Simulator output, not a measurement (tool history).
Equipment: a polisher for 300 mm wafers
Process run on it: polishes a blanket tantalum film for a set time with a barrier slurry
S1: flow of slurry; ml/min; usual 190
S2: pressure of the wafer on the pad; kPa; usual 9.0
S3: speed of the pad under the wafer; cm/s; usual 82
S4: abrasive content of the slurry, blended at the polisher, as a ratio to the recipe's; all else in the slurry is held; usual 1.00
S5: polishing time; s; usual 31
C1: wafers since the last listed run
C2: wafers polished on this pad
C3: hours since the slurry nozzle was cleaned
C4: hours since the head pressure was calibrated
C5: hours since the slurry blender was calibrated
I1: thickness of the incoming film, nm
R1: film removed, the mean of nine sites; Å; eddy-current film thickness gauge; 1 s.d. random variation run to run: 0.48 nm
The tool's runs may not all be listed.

run,hour,S1,S2,S3,S4,S5,C1,C2,C3,C4,C5,I1,R1
1,0.0,160,9.0,82,1.00,23,0,493,594.0,622.8,167.9,385.7,227
2,23.5,190,9.0,90,1.00,31,247,740,617.5,646.3,191.4,390.0,333
3,54.7,190,9.0,90,1.00,31,327,1068,648.7,677.5,222.6,393.9,331
# hour 68.5: worn pad replaced by a new one
4,82.0,190,9.0,90,1.00,31,244,142,676.0,704.8,249.9,390.8,325
5,109.6,190,9.0,82,1.00,31,290,432,703.6,732.4,277.5,385.0,301
6,142.7,190,9.0,82,1.00,31,347,780,736.7,765.5,310.6,395.8,303
# hour 148.6: slurry nozzle cleaned
7,170.3,190,9.0,82,1.00,31,279,1059,21.7,793.1,338.2,390.6,290
# hour 197.9: slurry blender recalibrated
8,198.4,190,10.3,82,1.20,31,274,1334,49.8,821.2,0.5,386.4,392
# hour 203.1: worn pad replaced by a new one
9,227.3,190,9.0,82,1.00,31,261,254,78.7,850.1,29.4,387.6,330
10,245.7,190,6.2,58,1.00,31,193,448,97.1,868.5,47.8,386.5,168
11,259.4,190,9.0,74,1.00,31,143,592,110.8,882.2,61.5,386.0,296
12,271.6,190,11.7,82,1.20,22,128,720,123.0,894.4,73.7,387.5,315
13,293.5,190,6.9,92,1.00,31,230,950,144.9,916.3,95.6,394.0,275
14,306.1,190,9.0,90,1.00,31,132,1083,157.5,928.9,108.2,389.0,346
# hour 309.1: head pressure recalibrated
15,322.5,190,11.7,70,1.00,39,151,1234,173.9,13.4,124.6,393.1,451
# hour 336.9: worn pad replaced by a new one
16,355.7,190,9.0,82,1.00,31,306,197,207.1,46.6,157.8,383.1,320
17,381.9,205,6.2,72,1.00,31,275,473,233.3,72.8,184.0,396.0,197
18,403.5,190,9.0,82,0.80,31,227,700,254.9,94.4,205.6,389.4,293

Hidden condition of the tool, last listed run before each entry between runs versus first listed run after:
From run 3 to run 4: worn pad replaced by a new one (hour 68.5)
  abrasive missing from the slurry, %: 24.8 -> 27.1
  the result without the hidden state subtracted from the measured one, R1: -25 -> -27 Å
From run 6 to run 7: slurry nozzle cleaned (hour 148.6)
  abrasive missing from the slurry, %: 32 -> 34.3
  the result without the hidden state subtracted from the measured one, R1: -31 -> -33 Å
From run 7 to run 8: slurry blender recalibrated (hour 197.9)
  abrasive missing from the slurry, %: 34.3 -> 3.35
  the result without the hidden state subtracted from the measured one, R1: -33 -> -3 Å
From run 8 to run 9: worn pad replaced by a new one (hour 203.1)
  abrasive missing from the slurry, %: 3.35 -> 5.72
  the result without the hidden state subtracted from the measured one, R1: -3 -> -5 Å
From run 14 to run 15: head pressure recalibrated (hour 309.1)
  abrasive missing from the slurry, %: 12.2 -> 13.5
  the result without the hidden state subtracted from the measured one, R1: -11 -> -16 Å
From run 15 to run 16: worn pad replaced by a new one (hour 336.9)
  abrasive missing from the slurry, %: 13.5 -> 16.3
  the result without the hidden state subtracted from the measured one, R1: -16 -> -14 Å
